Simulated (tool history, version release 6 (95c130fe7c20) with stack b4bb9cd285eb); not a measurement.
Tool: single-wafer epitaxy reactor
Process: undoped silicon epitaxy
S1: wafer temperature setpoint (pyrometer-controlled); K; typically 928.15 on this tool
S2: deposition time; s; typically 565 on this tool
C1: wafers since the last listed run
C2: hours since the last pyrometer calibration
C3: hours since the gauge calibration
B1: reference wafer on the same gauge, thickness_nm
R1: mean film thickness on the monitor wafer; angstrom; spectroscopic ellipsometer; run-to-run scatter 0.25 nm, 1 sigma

run,hour,S1,S2,C1,C2,C3,B1,R1
1,0,935.15,520,0,1473.7,545.3,119.85,1183.88
2,33.8,928.15,565,121,1507.5,579.1,119.964,1125.8
3,72.8,923.15,565,140,1546.5,618.1,119.962,1021.33
4,132.7,923.15,565,215,1606.4,678,120.178,1023.87
5,191.1,934.15,565,209,1664.8,736.4,120.248,1263.49
6,236.4,934.15,565,162,1710.1,781.7,120.382,1265.15
7,317.3,934.15,565,290,1791,862.6,120.628,1271.7
8,368.5,936.15,565,184,1842.2,913.8,120.757,1313.14
9,405.8,936.15,565,134,1879.5,951.1,120.828,1318.02
10,442.2,922.15,479,130,1915.9,987.5,120.946,860.83
11,492.5,922.15,479,180,1966.2,1037.8,121.016,860.77
12,530.5,928.15,508,136,2004.2,1075.8,121.128,1021.68
13,565.3,928.15,508,125,2039,1110.6,121.171,1025.65
14,600.7,928.15,508,127,2074.4,1146,121.38,1021.77
15,647.9,928.15,604,169,2121.6,1193.2,121.421,1219.53
# hour 670.1: gauge calibrated
16,687.4,928.15,604,142,2161.1,17.3,118.75,1191.17
17,738.5,928.15,604,183,2212.2,68.4,118.969,1193.99
18,769.2,928.15,565,110,2242.9,99.1,119.069,1121.07
19,812.7,937.15,480,156,2286.4,142.6,119.149,1121.1
20,868.9,928.15,467,202,2342.6,198.8,119.246,926.4
21,910.2,928.15,640,148,2383.9,240.1,119.372,1265.23
22,952,928.15,606,150,2425.7,281.9,119.448,1205.56
23,1000.9,923.15,676,175,2474.6,330.8,119.65,1222.91
# hour 1024.1: pyrometer calibrated
24,1048.4,928.15,565,142,24.3,378.3,119.708,1121.59
25,1117,934.15,480,246,92.9,446.9,119.902,1067.02
26,1157.3,941.15,660,144,133.2,487.2,120.003,1682.73
27,1199.9,917.15,637,153,175.8,529.8,120.07,1034.15
28,1268.2,921.15,523,245,244.1,598.1,120.246,915.19
29,1325.8,928.15,476,207,301.7,655.7,120.438,949.23
30,1386.7,921.15,650,218,362.6,716.6,120.601,1139.05
31,1483.2,936.15,565,346,459.1,813.1,120.733,1310.77
32,1550.7,941.15,565,242,526.6,880.6,120.935,1449.94
33,1600.4,928.15,465,178,576.3,930.3,121.073,934.85
34,1671.9,917.15,478,257,647.8,1001.8,121.265,778.59

Each row is a separate what-if for the run after 34, all from the same tool condition, not one after another. Results?
A,1672.5,928.15,565,2,648.4,1002.4,?,?
B,1672.5,919.15,565,2,648.4,1002.4,?,?
C,1672.5,940.15,605,2,648.4,1002.4,?,?
D,1672.5,922.15,503,2,648.4,1002.4,?,?

run,B1,R1
A,121.24,1144.03
B,121.24,963.08
C,121.24,1534.21
D,121.24,908.34
Take away the tool's hidden state, keep each run's random variation, and the runs would have read:
run,R1
A,1122.86
B,945.26
C,1505.82
D,891.54

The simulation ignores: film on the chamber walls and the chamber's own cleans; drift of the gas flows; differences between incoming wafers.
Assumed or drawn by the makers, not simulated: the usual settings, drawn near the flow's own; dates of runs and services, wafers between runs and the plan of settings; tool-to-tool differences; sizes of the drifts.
